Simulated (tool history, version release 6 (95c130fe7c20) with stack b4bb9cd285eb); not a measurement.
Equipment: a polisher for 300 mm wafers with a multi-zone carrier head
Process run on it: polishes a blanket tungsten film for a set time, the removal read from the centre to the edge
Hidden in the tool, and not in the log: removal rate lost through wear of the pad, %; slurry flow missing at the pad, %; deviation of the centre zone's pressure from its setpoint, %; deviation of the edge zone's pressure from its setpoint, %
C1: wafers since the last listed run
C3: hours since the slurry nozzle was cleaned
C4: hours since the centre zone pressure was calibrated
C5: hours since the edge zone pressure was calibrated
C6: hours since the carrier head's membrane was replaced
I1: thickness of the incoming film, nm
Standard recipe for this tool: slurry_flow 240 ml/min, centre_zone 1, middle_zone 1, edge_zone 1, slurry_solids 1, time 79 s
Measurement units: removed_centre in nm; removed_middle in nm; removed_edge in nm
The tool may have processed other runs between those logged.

run 1 hour=0 | slurry_flow=240 centre_zone=1 middle_zone=1 edge_zone=1 slurry_solids=1 time=79 | C1=0 wafers_polished_on_this_pad=152 C3=480.8 C4=556.4 C5=403.8 C6=585.6 | I1=880.2 | removed_centre=227.1 removed_middle=218 removed_edge=226.5
-- hour=19.4 carrier head's membrane replaced by a new one
run 2 hour=36.9 | slurry_flow=240 centre_zone=1 middle_zone=1 edge_zone=1 slurry_solids=1 time=79 | C1=316 wafers_polished_on_this_pad=468 C3=517.7 C4=593.3 C5=440.7 C6=17.5 | I1=885.4 | removed_centre=216.5 removed_middle=211.3 removed_edge=216.1
-- hour=71.5 slurry nozzle cleaned
run 3 hour=91.6 | slurry_flow=240 centre_zone=1 middle_zone=1 edge_zone=1 slurry_solids=1.2 time=79 | C1=533 wafers_polished_on_this_pad=1002 C3=20.1 C4=648 C5=495.4 C6=72.2 | I1=896 | removed_centre=222.6 removed_middle=221.4 removed_edge=226.5
run 4 hour=148.8 | slurry_flow=240 centre_zone=1 middle_zone=1 edge_zone=1 slurry_solids=1.2 time=79 | C1=567 wafers_polished_on_this_pad=1569 C3=77.3 C4=705.2 C5=552.6 C6=129.4 | I1=879.9 | removed_centre=218.1 removed_middle=214.5 removed_edge=214.8
-- hour=210.4 worn pad replaced by a new one
run 5 hour=212 | slurry_flow=240 centre_zone=1 middle_zone=1 edge_zone=1 slurry_solids=1 time=79 | C1=587 wafers_polished_on_this_pad=15 C3=140.5 C4=768.4 C5=615.8 C6=192.6 | I1=895.9 | removed_centre=229.6 removed_middle=226 removed_edge=231.8
run 6 hour=281.5 | slurry_flow=240 centre_zone=1 middle_zone=1 edge_zone=1 slurry_solids=1 time=79 | C1=689 wafers_polished_on_this_pad=705 C3=210 C4=837.9 C5=685.3 C6=262.1 | I1=893.4 | removed_centre=214.3 removed_middle=211.1 removed_edge=211.6
run 7 hour=344.3 | slurry_flow=240 centre_zone=1 middle_zone=1 edge_zone=1 slurry_solids=1 time=79 | C1=623 wafers_polished_on_this_pad=1329 C3=272.8 C4=900.7 C5=748.1 C6=324.9 | I1=882 | removed_centre=209.3 removed_middle=205 removed_edge=211.9
-- hour=354 edge zone pressure recalibrated
run 8 hour=380.9 | slurry_flow=240 centre_zone=1 middle_zone=1.06 edge_zone=1 slurry_solids=1 time=79 | C1=343 wafers_polished_on_this_pad=1672 C3=309.4 C4=937.3 C5=26.9 C6=361.5 | I1=871.6 | removed_centre=209.3 removed_middle=213.6 removed_edge=207.1
-- hour=422.7 worn pad replaced by a new one
run 9 hour=423.2 | slurry_flow=240 centre_zone=1 middle_zone=1.06 edge_zone=1 slurry_solids=1 time=79 | C1=380 wafers_polished_on_this_pad=5 C3=351.7 C4=979.6 C5=69.2 C6=403.8 | I1=877.9 | removed_centre=232.9 removed_middle=240.9 removed_edge=230.2
run 10 hour=489.7 | slurry_flow=240 centre_zone=0.94 middle_zone=1 edge_zone=1.08 slurry_solids=1 time=72 | C1=660 wafers_polished_on_this_pad=665 C3=418.2 C4=1046.1 C5=135.7 C6=470.3 | I1=870.7 | removed_centre=187.4 removed_middle=194.5 removed_edge=204.1
-- hour=511.3 centre zone pressure recalibrated
run 11 hour=526.9 | slurry_flow=240 centre_zone=1 middle_zone=1 edge_zone=1 slurry_solids=0.7 time=79 | C1=349 wafers_polished_on_this_pad=1014 C3=455.4 C4=15.6 C5=172.9 C6=507.5 | I1=892.6 | removed_centre=192.4 removed_middle=190.4 removed_edge=194.3
-- hour=557.4 carrier head's membrane replaced by a new one
run 12 hour=559.9 | slurry_flow=240 centre_zone=1 middle_zone=0.89 edge_zone=1 slurry_solids=1.2 time=79 | C1=277 wafers_polished_on_this_pad=1292 C3=488.4 C4=48.6 C5=205.9 C6=2.5 | I1=892.3 | removed_centre=219.5 removed_middle=201.4 removed_edge=218.9
-- hour=599.4 worn pad replaced by a new one
run 13 hour=610.7 | slurry_flow=240 centre_zone=1 middle_zone=1 edge_zone=1 slurry_solids=1 time=79 | C1=464 wafers_polished_on_this_pad=111 C3=539.2 C4=99.4 C5=256.7 C6=53.3 | I1=883 | removed_centre=225.6 removed_middle=227.3 removed_edge=230.4
run 14 hour=649.7 | slurry_flow=240 centre_zone=1 middle_zone=1 edge_zone=1 slurry_solids=1.1 time=107 | C1=387 wafers_polished_on_this_pad=499 C3=578.2 C4=138.4 C5=295.7 C6=92.3 | I1=881.3 | removed_centre=300.2 removed_middle=288.5 removed_edge=303.6
-- hour=663.9 slurry nozzle cleaned
run 15 hour=739.5 | slurry_flow=240 centre_zone=1 middle_zone=1 edge_zone=1 slurry_solids=1 time=79 | C1=881 wafers_polished_on_this_pad=1380 C3=75.6 C4=228.2 C5=385.5 C6=182.1 | I1=886 | removed_centre=208.6 removed_middle=202.3 removed_edge=212.2
run 16 hour=797.2 | slurry_flow=240 centre_zone=1 middle_zone=1 edge_zone=1 slurry_solids=1 time=79 | C1=572 wafers_polished_on_this_pad=1953 C3=133.3 C4=285.9 C5=443.2 C6=239.8 | I1=872.9 | removed_centre=208.3 removed_middle=202 removed_edge=208
-- hour=813.8 worn pad replaced by a new one
run 17 hour=831.8 | slurry_flow=295 centre_zone=0.91 middle_zone=1 edge_zone=1 slurry_solids=1.2 time=88 | C1=303 wafers_polished_on_this_pad=178 C3=167.9 C4=320.5 C5=477.8 C6=274.4 | I1=880.6 | removed_centre=247.1 removed_middle=272 removed_edge=268.2
run 18 hour=874.3 | slurry_flow=240 centre_zone=1 middle_zone=1 edge_zone=1 slurry_solids=1 time=89 | C1=421 wafers_polished_on_this_pad=600 C3=210.4 C4=363 C5=520.3 C6=316.9 | I1=888.3 | removed_centre=242.7 removed_middle=239.8 removed_edge=244.8
run 19 hour=938.9 | slurry_flow=265 centre_zone=1.09 middle_zone=0.91 edge_zone=1.03 slurry_solids=1 time=79 | C1=641 wafers_polished_on_this_pad=1241 C3=275 C4=427.6 C5=584.9 C6=381.5 | I1=880.8 | removed_centre=230 removed_middle=192.4 removed_edge=210.9
run 20 hour=971.9 | slurry_flow=205 centre_zone=1 middle_zone=1 edge_zone=1 slurry_solids=1 time=79 | C1=327 wafers_polished_on_this_pad=1569 C3=308 C4=460.6 C5=617.9 C6=414.5 | I1=890.1 | removed_centre=204.3 removed_middle=198.4 removed_edge=206.8

For some of the steps in removed_centre from one run to the next: how much would appear even if the tool had no hidden state, given the settings, what came in and random variation, and how much remains for the hidden state plus any gauge scatter that the measured result and the result without hidden state don't share?
Run 4 -> 5: slurry_solids 1.2 -> 1, worn pad replaced by a new one. removed_centre +11.5 nm: hidden state +23.9, all else -12.4.
Run 8 -> 9: worn pad replaced by a new one. removed_centre +23.6 nm: hidden state +25.6, all else -2.
Run 13 -> 14: slurry_solids 1 -> 1.1, time 79 -> 107. removed_centre +74.6 nm: hidden state -15.2, all else +89.8.
Run 14 -> 15: slurry_solids 1.1 -> 1, time 107 -> 79, slurry nozzle cleaned. removed_centre -91.6 nm: hidden state -2.8, all else -88.8.
